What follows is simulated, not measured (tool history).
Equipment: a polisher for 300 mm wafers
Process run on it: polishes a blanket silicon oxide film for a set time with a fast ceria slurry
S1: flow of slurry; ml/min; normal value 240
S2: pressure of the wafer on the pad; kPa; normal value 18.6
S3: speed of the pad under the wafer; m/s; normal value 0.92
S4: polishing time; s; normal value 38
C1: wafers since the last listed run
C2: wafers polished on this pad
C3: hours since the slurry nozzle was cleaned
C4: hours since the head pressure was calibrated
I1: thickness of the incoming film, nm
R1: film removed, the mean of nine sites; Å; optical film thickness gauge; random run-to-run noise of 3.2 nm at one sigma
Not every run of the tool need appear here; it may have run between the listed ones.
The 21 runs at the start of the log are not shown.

run	day	S1	S2	S3	S4	C1	C2	C3	C4	I1	R1
22	24.825	240	18.6	1.14	38	183	187	346.1	315.8	3797.3	5475
23	25.704	290	24.1	0.74	38	157	344	367.2	336.9	3664.3	4350
# day 26.583: slurry nozzle cleaned
24	26.879	180	24.1	0.64	38	202	547	7.1	365.1	3710.4	3587
25	28.296	270	13.8	1.06	33	253	800	41.1	399.1	3750.7	3639
26	29.229	240	18.6	0.78	38	166	967	63.5	421.5	3736.0	3718
27	30.438	170	15.2	0.74	27	216	1183	92.5	450.5	3684.0	2087
28	31.350	240	18.6	0.92	45	163	1346	114.4	472.4	3705.6	4989
# day 32.408: worn pad replaced by a new one
29	32.808	240	15.2	1.22	38	231	71	149.4	507.4	3743.9	5176
30	33.671	240	13.8	0.92	38	154	225	170.1	528.1	3657.5	3561
31	35.021	240	18.6	0.92	50	241	467	202.5	560.5	3730.2	5788
32	36.088	240	12.4	0.80	38	190	658	228.1	586.1	3746.8	2952
33	36.896	175	18.6	0.92	38	144	802	247.5	605.5	3680.7	4227
34	38.358	240	14.5	1.04	33	261	1064	282.6	640.6	3768.0	3606
35	39.404	240	18.6	0.92	38	187	1251	307.7	665.7	3700.4	4205
36	40.483	275	13.8	0.64	31	193	1444	333.6	691.6	3740.8	2012
37	41.479	240	18.6	0.92	44	178	1622	357.5	715.5	3752.9	4886
# day 41.662: worn pad replaced by a new one
38	42.479	240	18.6	0.92	38	149	146	381.5	739.5	3701.8	4386

Below are 3 alternative next runs, each starting from the tool's condition after run 38. Predict each:
A	42.496	240	18.6	1.22	38	2	149	381.9	739.9	3660.6	?
B	42.496	295	13.8	1.10	25	2	149	381.9	739.9	3660.6	?
C	42.496	240	15.9	1.10	38	2	149	381.9	739.9	3660.6	?

run	R1
A	5868
B	2928
C	4771
What these runs would have given with no unlogged condition in the tool:
run	R1
A	5933
B	2960
C	4824
